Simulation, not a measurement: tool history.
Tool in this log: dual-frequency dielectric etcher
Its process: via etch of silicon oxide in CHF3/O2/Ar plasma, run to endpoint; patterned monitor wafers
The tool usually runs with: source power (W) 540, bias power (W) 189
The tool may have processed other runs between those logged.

run	hour	source power (W)	bias power (W)	wafers since the last listed run	hours since the last wet clean	hours since the last source power generator calibration	hours since the last bias power generator calibration	hours since the last upper electrode change	incoming incoming film thickness, nm	endpoint time (s)
1	0.0	540	202	0	287.5	3476.7	3939.3	4328.2	452.9	204.8
2	15.3	540	202	59	302.8	3492.0	3954.6	4343.5	452.4	203.0
3	23.6	540	217	32	311.1	3500.3	3962.9	4351.8	453.2	199.0
4	30.6	540	217	27	318.1	3507.3	3969.9	4358.8	455.8	200.8
5	45.5	540	189	58	333.0	3522.2	3984.8	4373.7	455.7	209.7
6	59.3	540	189	53	346.8	3536.0	3998.6	4387.5	453.8	204.6
7	87.8	540	189	110	375.3	3564.5	4027.1	4416.0	454.7	204.3
8	104.8	540	189	66	392.3	3581.5	4044.1	4433.0	450.2	202.8
9	112.5	540	189	29	400.0	3589.2	4051.8	4440.7	457.2	206.2
10	129.1	540	189	64	416.6	3605.8	4068.4	4457.3	453.4	203.8
11	140.8	500	158	45	428.3	3617.5	4080.1	4469.0	456.4	222.2
12	146.9	540	189	23	434.4	3623.6	4086.2	4475.1	450.0	204.2
# hour 176.2: wet clean of the chamber
# hour 191.3: upper electrode replaced
13	191.8	660	165	22	15.6	3668.5	4131.1	0.5	453.9	206.5
14	192.3	540	189	1	16.1	3669.0	4131.6	1.0	461.7	219.1
15	192.7	470	155	1	16.5	3669.4	4132.0	1.4	449.7	234.8
# hour 205.1: source power generator calibrated
16	207.0	540	189	40	30.8	1.9	4146.3	15.7	452.3	214.6
# hour 212.2: bias power generator calibrated
17	224.6	420	189	52	48.4	19.5	12.4	33.3	451.2	231.7
18	239.1	610	162	56	62.9	34.0	26.9	47.8	461.7	216.9
19	252.5	660	216	52	76.3	47.4	40.3	61.2	456.9	192.2
20	258.6	540	189	23	82.4	53.5	46.4	67.3	455.1	213.8
21	273.5	410	216	58	97.3	68.4	61.3	82.2	456.2	228.2

Predict each of these 3 candidate next runs independently; none follows another, all start after run 21:
A	274.0	540	189	1	97.8	68.9	61.8	82.7	451.1	?
B	274.0	650	220	1	97.8	68.9	61.8	82.7	451.1	?
C	274.0	600	204	1	97.8	68.9	61.8	82.7	451.1	?

run	endpoint time (s)
A	211.6
B	189.3
C	199.3
With the hidden condition removed and each run's random variation left untouched, the same runs would have given:
run	endpoint time (s)
A	213.9
B	191.4
C	201.5
